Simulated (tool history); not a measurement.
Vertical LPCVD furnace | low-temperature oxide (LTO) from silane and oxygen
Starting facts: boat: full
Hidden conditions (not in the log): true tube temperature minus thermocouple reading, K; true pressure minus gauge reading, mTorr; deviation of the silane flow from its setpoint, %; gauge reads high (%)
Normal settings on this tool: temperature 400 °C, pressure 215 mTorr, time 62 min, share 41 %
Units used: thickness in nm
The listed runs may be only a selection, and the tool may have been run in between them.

run	day	temperature	pressure	time	share	wafers since the last listed run	hours since the last temperature calibration	hours since the pressure gauge was zeroed	hours since the silane flow controller was replaced	hours since the gauge calibration	read-back reference wafer on the same gauge, thickness	thickness
1	0	400	215	62	41	0	2829.8	4205.5	3467.7	739.5	636.05	613.68
2	0.792	400	215	62	41	272	2848.8	4224.5	3486.7	758.5	638	614.04
3	1.975	400	215	62	41	407	2877.2	4252.9	3515.1	786.9	635.54	605.44
4	3.154	400	215	62	41	405	2905.5	4281.2	3543.4	815.2	636.38	610.94
5	4.175	400	215	42.5	41	351	2930	4305.7	3567.9	839.7	636.92	415.87
# day 4.367: gauge calibrated
6	5.375	400	215	42.5	41	413	2958.8	4334.5	3596.7	24.2	649.09	428.17
# day 8.775: pressure gauge zeroed
7	8.796	410	215	62	41	833	3040.9	0.5	3678.8	106.3	646.3	686.98
8	9.079	400	215	77	41	97	3047.7	7.3	3685.6	113.1	646.48	762.68
9	10.567	400	215	77	41	512	3083.4	43	3721.3	148.8	645.57	768.75
10	11.321	400	215	77	41	259	3101.5	61.1	3739.4	166.9	645.27	767.95
11	12.067	395	215	62	41	256	3119.4	79	3757.3	184.8	644.8	586.9
12	13.312	395	215	62	41	428	3149.3	108.9	3787.2	214.7	642.45	585.72
13	14.612	400	215	62	41	447	3180.5	140.1	3818.4	245.9	643.47	616.85
14	15.238	391	215	83	44	215	3195.5	155.1	3833.4	260.9	643.26	808.55
15	16.254	400	215	71.5	41	350	3219.9	179.5	3857.8	285.3	642.69	710.63
# day 17.267: thermocouples replaced and temperature profile calibrated
# day 17.454: silane flow controller replaced
16	17.475	400	265	42.5	41	11	5	208.8	0.5	314.6	643.01	524.64
17	18.058	400	240	73.5	46	200	19	222.8	14.5	328.6	642.4	921.41
18	19.012	400	175	62	48	328	41.9	245.7	37.4	351.5	641.88	592.02
19	20.183	400	175	62	34	403	70	273.8	65.5	379.6	641.39	394.35
20	21.271	400	215	42.5	41	374	96.1	299.9	91.6	405.7	640.69	424.74
21	22.475	395	215	62	37	414	125	328.8	120.5	434.6	640.82	514.64
22	23.454	406	215	62	41	337	148.5	352.3	144	458.1	640.47	650.2
23	24.762	400	215	62	41	450	179.9	383.7	175.4	489.5	640.6	612.34
24	27.508	400	215	76.5	41	945	245.8	449.6	241.3	555.4	640.8	756.31
25	28.888	391	215	71.5	34	474	278.9	482.7	274.4	588.5	639.13	506.86
26	30.333	409	215	62	41	497	313.6	517.4	309.1	623.2	640.9	674.73
27	31.279	400	215	78.5	44	325	336.3	540.1	331.8	645.9	639.79	846.93
28	32.075	400	250	48.5	41	274	355.4	559.2	350.9	665	639.76	560.99
29	33.104	390	175	51	41	354	380.1	583.9	375.6	689.7	639.12	366.29
30	34.396	400	215	62	41	444	411.1	614.9	406.6	720.7	639.52	608.97
31	35.746	400	215	62	41	464	443.5	647.3	439	753.1	639.39	616.89
32	37.238	400	190	62	49	513	479.3	683.1	474.8	788.9	638.39	653.43

State the hidden condition of the tool at each of the runs:
true tube temperature minus thermocouple reading, K: 0 on each run
true pressure minus gauge reading, mTorr: 0 on each run
deviation of the silane flow from its setpoint, %: 0 on each run
H1: gauge reads high (%)
run	H1
1	-1.89
2	-1.9
3	-1.91
4	-1.92
5	-1.93
6	0.138
7	-0.343
8	-0.376
9	-0.537
10	-0.611
11	-0.679
12	-0.783
13	-0.879
14	-0.921
15	-0.984
16	-1.05
17	-1.08
18	-1.13
19	-1.18
20	-1.22
21	-1.27
22	-1.3
23	-1.33
24	-1.4
25	-1.43
26	-1.45
27	-1.47
28	-1.48
29	-1.49
30	-1.51
31	-1.52
32	-1.53

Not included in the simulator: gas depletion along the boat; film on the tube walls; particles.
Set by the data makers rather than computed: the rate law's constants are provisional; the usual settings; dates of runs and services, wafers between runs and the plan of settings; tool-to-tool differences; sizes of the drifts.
